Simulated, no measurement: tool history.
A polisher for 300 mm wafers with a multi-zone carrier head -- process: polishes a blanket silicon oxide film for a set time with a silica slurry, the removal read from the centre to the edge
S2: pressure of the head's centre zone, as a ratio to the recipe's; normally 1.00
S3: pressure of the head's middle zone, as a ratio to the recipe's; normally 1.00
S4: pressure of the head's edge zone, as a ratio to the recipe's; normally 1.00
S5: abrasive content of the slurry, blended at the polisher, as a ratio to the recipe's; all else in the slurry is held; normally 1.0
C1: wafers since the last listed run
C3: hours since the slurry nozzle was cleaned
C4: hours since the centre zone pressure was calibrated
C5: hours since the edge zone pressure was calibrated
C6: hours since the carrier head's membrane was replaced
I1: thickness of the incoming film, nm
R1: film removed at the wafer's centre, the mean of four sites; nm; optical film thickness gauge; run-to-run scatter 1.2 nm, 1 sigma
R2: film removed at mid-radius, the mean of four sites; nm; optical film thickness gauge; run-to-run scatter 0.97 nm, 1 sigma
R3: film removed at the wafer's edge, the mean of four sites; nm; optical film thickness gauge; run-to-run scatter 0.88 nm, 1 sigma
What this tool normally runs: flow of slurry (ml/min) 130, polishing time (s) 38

Run 1, hour 0.0: usual settings; C1 0; wafers polished on this pad 1556; C3 310.0; C4 1328.3; C5 941.4; C6 859.9; I1 1050.7. Result: R1 107.6 nm, R2 104.3 nm, R3 106.6 nm.
Run 2, hour 38.4: usual settings; C1 437; wafers polished on this pad 1994; C3 348.4; C4 1366.7; C5 979.8; C6 898.3; I1 1050.7. Result: R1 103.7 nm, R2 104.4 nm, R3 104.5 nm.
At hour 105.3: worn pad replaced by a new one.
At hour 106.3: centre zone pressure recalibrated.
Run 3, hour 106.8: usual settings; C1 722; wafers polished on this pad 6; C3 416.8; C4 0.5; C5 1048.2; C6 966.7; I1 1047.4. Result: R1 108.6 nm, R2 107.6 nm, R3 108.8 nm.
At hour 129.9: slurry nozzle cleaned.
Run 4, hour 147.8: usual settings but S2 0.92; C1 455; wafers polished on this pad 462; C3 17.9; C4 41.5; C5 1089.2; C6 1007.7; I1 1052.0. Result: R1 104.9 nm, R2 106.6 nm, R3 108.7 nm.
At hour 154.2: edge zone pressure recalibrated.
Run 5, hour 201.1: usual settings but S2 0.92; C1 584; wafers polished on this pad 1046; C3 71.2; C4 94.8; C5 46.9; C6 1061.0; I1 1044.8. Result: R1 102.1 nm, R2 106.6 nm, R3 107.7 nm.
Run 6, hour 261.1: usual settings but S2 0.92; C1 683; wafers polished on this pad 1730; C3 131.2; C4 154.8; C5 106.9; C6 1121.0; I1 1061.0. Result: R1 101.4 nm, R2 106.2 nm, R3 105.1 nm.
Run 7, hour 303.5: usual settings; C1 483; wafers polished on this pad 2214; C3 173.6; C4 197.2; C5 149.3; C6 1163.4; I1 1066.6. Result: R1 103.2 nm, R2 105.5 nm, R3 104.5 nm.
Run 8, hour 334.0: usual settings; C1 347; wafers polished on this pad 2561; C3 204.1; C4 227.7; C5 179.8; C6 1193.9; I1 1070.5. Result: R1 101.4 nm, R2 102.2 nm, R3 104.6 nm.
Run 9, hour 391.3: usual settings but flow of slurry (ml/min) 85, S5 1.3; C1 653; wafers polished on this pad 3215; C3 261.4; C4 285.0; C5 237.1; C6 1251.2; I1 1057.7. Result: R1 94.7 nm, R2 95.8 nm, R3 102.7 nm.
At hour 405.7: worn pad replaced by a new one.
At hour 427.8: carrier head's membrane replaced by a new one.
Run 10, hour 438.4: usual settings but flow of slurry (ml/min) 165, polishing time (s) 26; C1 434; wafers polished on this pad 316; C3 308.5; C4 332.1; C5 284.2; C6 10.6; I1 1069.8. Result: R1 77.8 nm, R2 77.0 nm, R3 75.5 nm.
Run 11, hour 492.9: usual settings but S2 0.95; C1 621; wafers polished on this pad 937; C3 363.0; C4 386.6; C5 338.7; C6 65.1; I1 1045.4. Result: R1 102.6 nm, R2 104.4 nm, R3 104.3 nm.
Run 12, hour 546.8: usual settings; C1 614; wafers polished on this pad 1551; C3 416.9; C4 440.5; C5 392.6; C6 119.0; I1 1080.4. Result: R1 104.8 nm, R2 102.7 nm, R3 103.9 nm.
Run 13, hour 594.6: usual settings but S3 0.94; C1 544; wafers polished on this pad 2096; C3 464.7; C4 488.3; C5 440.4; C6 166.8; I1 1071.6. Result: R1 102.9 nm, R2 98.3 nm, R3 104.8 nm.
At hour 621.6: slurry nozzle cleaned.
Run 14, hour 632.9: usual settings but flow of slurry (ml/min) 105; C1 425; wafers polished on this pad 2522; C3 11.3; C4 526.6; C5 478.7; C6 205.1; I1 1076.1. Result: R1 95.7 nm, R2 95.6 nm, R3 98.2 nm.
Run 15, hour 682.6: usual settings but S2 0.89, S4 1.04; C1 566; wafers polished on this pad 3088; C3 61.0; C4 576.3; C5 528.4; C6 254.8; I1 1046.4. Result: R1 94.8 nm, R2 100.5 nm, R3 103.4 nm.
At hour 695.5: worn pad replaced by a new one.
Run 16, hour 743.1: usual settings but S2 0.95; C1 644; wafers polished on this pad 542; C3 121.5; C4 636.8; C5 588.9; C6 315.3; I1 1049.9. Result: R1 106.1 nm, R2 107.9 nm, R3 108.2 nm.
Run 17, hour 786.8: usual settings but flow of slurry (ml/min) 155, S3 0.97, S4 0.90, S5 0.9; C1 498; wafers polished on this pad 1040; C3 165.2; C4 680.5; C5 632.6; C6 359.0; I1 1057.0. Result: R1 109.4 nm, R2 104.1 nm, R3 102.2 nm.

What does the tool deliver on the next run?
Run 18, hour 820.1: usual settings but S4 0.93, S5 1.1, polishing time (s) 35; C1 379; wafers polished on this pad 1420; C3 198.5; C4 713.8; C5 665.9; C6 392.3; I1 1050.5. Result: R1 ?, R2 ?, R3 ?.

{"run 18": {"R1": 101.6, "R2": 101.3, "R3": 98.4}}
If the tool had no hidden condition, the same run with the same run-to-run variation would have returned R1 102.8 nm, R2 102.4 nm, R3 99.6 nm.

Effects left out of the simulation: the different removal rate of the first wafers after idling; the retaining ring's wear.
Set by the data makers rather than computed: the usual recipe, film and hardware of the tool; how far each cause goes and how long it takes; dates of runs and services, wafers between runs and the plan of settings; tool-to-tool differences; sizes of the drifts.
